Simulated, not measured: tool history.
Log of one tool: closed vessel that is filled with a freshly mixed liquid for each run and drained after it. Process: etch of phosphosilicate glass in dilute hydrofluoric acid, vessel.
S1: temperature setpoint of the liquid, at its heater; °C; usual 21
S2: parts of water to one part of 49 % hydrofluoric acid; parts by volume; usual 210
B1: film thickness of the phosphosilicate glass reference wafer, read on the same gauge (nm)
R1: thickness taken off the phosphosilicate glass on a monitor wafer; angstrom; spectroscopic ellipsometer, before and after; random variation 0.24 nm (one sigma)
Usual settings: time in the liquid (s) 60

run 1 day=0 | S1=21 S2=210 time_in_the_liquid_(s)=60 | B1=149.98 | R1=335.6
run 2 day=1.929 | S1=21 S2=210 time_in_the_liquid_(s)=60 | B1=150.01 | R1=334.4
run 3 day=3.908 | S1=21 S2=210 time_in_the_liquid_(s)=60 | B1=150 | R1=337
run 4 day=6.296 | S1=21 S2=210 time_in_the_liquid_(s)=60 | B1=150.01 | R1=336.5
run 5 day=8.692 | S1=21 S2=210 time_in_the_liquid_(s)=60 | B1=150.02 | R1=336.4
run 6 day=10.629 | S1=21 S2=210 time_in_the_liquid_(s)=60 | B1=150.02 | R1=333.9
run 7 day=12.588 | S1=21 S2=210 time_in_the_liquid_(s)=60 | B1=150.03 | R1=332.2
run 8 day=14.971 | S1=21 S2=210 time_in_the_liquid_(s)=60 | B1=149.99 | R1=330.7
run 9 day=16.333 | S1=21 S2=210 time_in_the_liquid_(s)=60 | B1=150.01 | R1=331.5
-- day=16.446 hydrofluoric acid flow meter replaced
run 10 day=17.796 | S1=21 S2=210 time_in_the_liquid_(s)=60 | B1=149.99 | R1=300.8
-- day=18.779 thermometer replaced
run 11 day=19.7 | S1=21 S2=210 time_in_the_liquid_(s)=60 | B1=149.98 | R1=331.1
run 12 day=22.329 | S1=21 S2=210 time_in_the_liquid_(s)=60 | B1=150 | R1=330.4
run 13 day=23.521 | S1=21 S2=210 time_in_the_liquid_(s)=60 | B1=149.99 | R1=330.6
run 14 day=24.7 | S1=21 S2=210 time_in_the_liquid_(s)=60 | B1=150.03 | R1=329.2
run 15 day=25.929 | S1=21 S2=170 time_in_the_liquid_(s)=60 | B1=150.02 | R1=426.4
run 16 day=28.183 | S1=17.5 S2=115 time_in_the_liquid_(s)=85 | B1=150 | R1=824.4
run 17 day=30.133 | S1=25 S2=210 time_in_the_liquid_(s)=40 | B1=150 | R1=255.9
run 18 day=31.817 | S1=21 S2=145 time_in_the_liquid_(s)=45 | B1=150.02 | R1=385.6
-- day=32.45 gauge calibrated
run 19 day=33.608 | S1=24 S2=160 time_in_the_liquid_(s)=95 | B1=149.99 | R1=806.9
run 20 day=36.483 | S1=21 S2=210 time_in_the_liquid_(s)=85 | B1=150.03 | R1=468.7
run 21 day=37.771 | S1=21 S2=210 time_in_the_liquid_(s)=60 | B1=150.01 | R1=330.4
-- day=39.612 thermometer replaced
run 22 day=40.296 | S1=21 S2=210 time_in_the_liquid_(s)=45 | B1=150.01 | R1=265.5
run 23 day=42.083 | S1=22.5 S2=245 time_in_the_liquid_(s)=50 | B1=150 | R1=256.7
-- day=44.371 hydrofluoric acid flow meter replaced
run 24 day=47.979 | S1=21 S2=210 time_in_the_liquid_(s)=60 | B1=149.97 | R1=319.9
run 25 day=50.962 | S1=22.5 S2=210 time_in_the_liquid_(s)=60 | B1=150.04 | R1=341.5
run 26 day=55.008 | S1=21 S2=170 time_in_the_liquid_(s)=80 | B1=150 | R1=541.7
run 27 day=57.742 | S1=21 S2=210 time_in_the_liquid_(s)=60 | B1=149.99 | R1=314.9
run 28 day=59.075 | S1=21 S2=170 time_in_the_liquid_(s)=80 | B1=149.99 | R1=539.9
run 29 day=61.512 | S1=18 S2=170 time_in_the_liquid_(s)=95 | B1=149.98 | R1=571.6
-- day=62.408 thermometer replaced
run 30 day=64.008 | S1=21 S2=210 time_in_the_liquid_(s)=60 | B1=150.01 | R1=342.5
run 31 day=65.042 | S1=21 S2=305 time_in_the_liquid_(s)=45 | B1=149.97 | R1=162.4
run 32 day=67.608 | S1=21 S2=210 time_in_the_liquid_(s)=60 | B1=150 | R1=346.6
run 33 day=69.696 | S1=22.5 S2=165 time_in_the_liquid_(s)=80 | B1=150.01 | R1=643.7

Forecast each of these 3 alternatives for the next run:
run A day=69.725 | S1=21 S2=210 time_in_the_liquid_(s)=60 | B1=? | R1=?
run B day=69.725 | S1=21 S2=240 time_in_the_liquid_(s)=90 | B1=? | R1=?
run C day=69.725 | S1=19.5 S2=210 time_in_the_liquid_(s)=60 | B1=? | R1=?

run=A B1=150.02 R1=341.7
run=B B1=150.02 R1=436.3
run=C B1=150.02 R1=322.3
Without the tool's hidden state the same runs would have given:
run=A R1=324
run=B R1=413
run=C R1=305.9
